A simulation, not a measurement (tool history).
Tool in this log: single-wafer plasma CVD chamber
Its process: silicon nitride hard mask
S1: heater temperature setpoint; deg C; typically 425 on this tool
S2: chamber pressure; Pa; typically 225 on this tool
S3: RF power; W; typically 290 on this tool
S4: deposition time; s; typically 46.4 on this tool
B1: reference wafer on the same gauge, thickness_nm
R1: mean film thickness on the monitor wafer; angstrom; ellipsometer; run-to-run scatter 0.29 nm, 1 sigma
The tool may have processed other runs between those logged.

run 1 hour=0 | S1=425 S2=184 S3=290 S4=46.4 | B1=69.043 | R1=536.92
run 2 hour=44.1 | S1=425 S2=225 S3=290 S4=52.8 | B1=68.982 | R1=637.1
run 3 hour=82.7 | S1=425 S2=225 S3=290 S4=52.8 | B1=68.979 | R1=640.06
run 4 hour=118.9 | S1=425 S2=225 S3=290 S4=46.4 | B1=68.827 | R1=566.24
run 5 hour=190.7 | S1=425 S2=225 S3=290 S4=46.4 | B1=69.081 | R1=560.85
run 6 hour=221.2 | S1=425 S2=225 S3=290 S4=46.4 | B1=69.207 | R1=564.56
run 7 hour=269.9 | S1=425 S2=225 S3=330 S4=46.4 | B1=69.027 | R1=597.31
run 8 hour=309.6 | S1=425 S2=225 S3=330 S4=46.4 | B1=69.002 | R1=593.9
run 9 hour=358.4 | S1=425 S2=225 S3=330 S4=46.4 | B1=68.837 | R1=594.34
run 10 hour=409.5 | S1=425 S2=225 S3=290 S4=51.4 | B1=68.989 | R1=618.25
-- hour=456.3 capacitance manometer re-zeroed and calibrated
run 11 hour=456.8 | S1=425 S2=225 S3=290 S4=51.4 | B1=68.967 | R1=620.08
run 12 hour=517.4 | S1=429 S2=225 S3=290 S4=46.4 | B1=69.048 | R1=551.41
run 13 hour=545.8 | S1=433 S2=225 S3=290 S4=41 | B1=68.961 | R1=486.69
run 14 hour=581.5 | S1=416 S2=276 S3=245 S4=40.4 | B1=68.807 | R1=459.69
-- hour=603.9 gauge calibrated
run 15 hour=640.2 | S1=425 S2=225 S3=290 S4=46.4 | B1=69.025 | R1=549.51
run 16 hour=678.5 | S1=434 S2=225 S3=340 S4=46.4 | B1=69.024 | R1=594.1
run 17 hour=733.9 | S1=425 S2=184 S3=290 S4=46.4 | B1=69.086 | R1=525.84
-- hour=751.2 thermocouple changed; heater temperature recalibrated
run 18 hour=800.7 | S1=425 S2=225 S3=290 S4=46.4 | B1=69.12 | R1=549.11
-- hour=855.8 RF generator calibrated
run 19 hour=1005.8 | S1=425 S2=225 S3=290 S4=46.4 | B1=69.085 | R1=574.08
-- hour=1041.6 showerhead replaced
run 20 hour=1044.5 | S1=436 S2=225 S3=290 S4=46.4 | B1=69.041 | R1=574.59
run 21 hour=1097.7 | S1=431 S2=208 S3=320 S4=52.2 | B1=68.943 | R1=663.87
run 22 hour=1149.6 | S1=425 S2=225 S3=290 S4=46.4 | B1=69.137 | R1=578.56
run 23 hour=1203 | S1=425 S2=225 S3=340 S4=46.4 | B1=68.974 | R1=622.11
run 24 hour=1236.7 | S1=425 S2=225 S3=290 S4=46.4 | B1=69.053 | R1=571.68
run 25 hour=1284.9 | S1=425 S2=225 S3=310 S4=46.4 | B1=69.009 | R1=596.71
run 26 hour=1321 | S1=425 S2=225 S3=290 S4=50.2 | B1=69.058 | R1=621.08
run 27 hour=1387.7 | S1=420 S2=209 S3=290 S4=46.4 | B1=68.894 | R1=569.46
run 28 hour=1440.8 | S1=413 S2=225 S3=345 S4=41.4 | B1=69.01 | R1=561.66
run 29 hour=1502.7 | S1=417 S2=244 S3=290 S4=46.4 | B1=68.914 | R1=585.23

4 options for the next run, each taken on its own from the tool as it stands now. Forecast them:
run A hour=1503.1 | S1=425 S2=225 S3=290 S4=52.6 | B1=? | R1=?
run B hour=1503.1 | S1=438 S2=248 S3=330 S4=46.4 | B1=? | R1=?
run C hour=1503.1 | S1=419 S2=225 S3=290 S4=46.4 | B1=? | R1=?
run D hour=1503.1 | S1=435 S2=225 S3=330 S4=46.4 | B1=? | R1=?

run=A B1=69.023 R1=648.82
run=B B1=69.023 R1=618
run=C B1=69.023 R1=573.85
run=D B1=69.023 R1=606.43
Stripped of hidden state, with their random variation kept, the same runs would have yielded:
run=A R1=654.24
run=B R1=623
run=C R1=578.64
run=D R1=611.34

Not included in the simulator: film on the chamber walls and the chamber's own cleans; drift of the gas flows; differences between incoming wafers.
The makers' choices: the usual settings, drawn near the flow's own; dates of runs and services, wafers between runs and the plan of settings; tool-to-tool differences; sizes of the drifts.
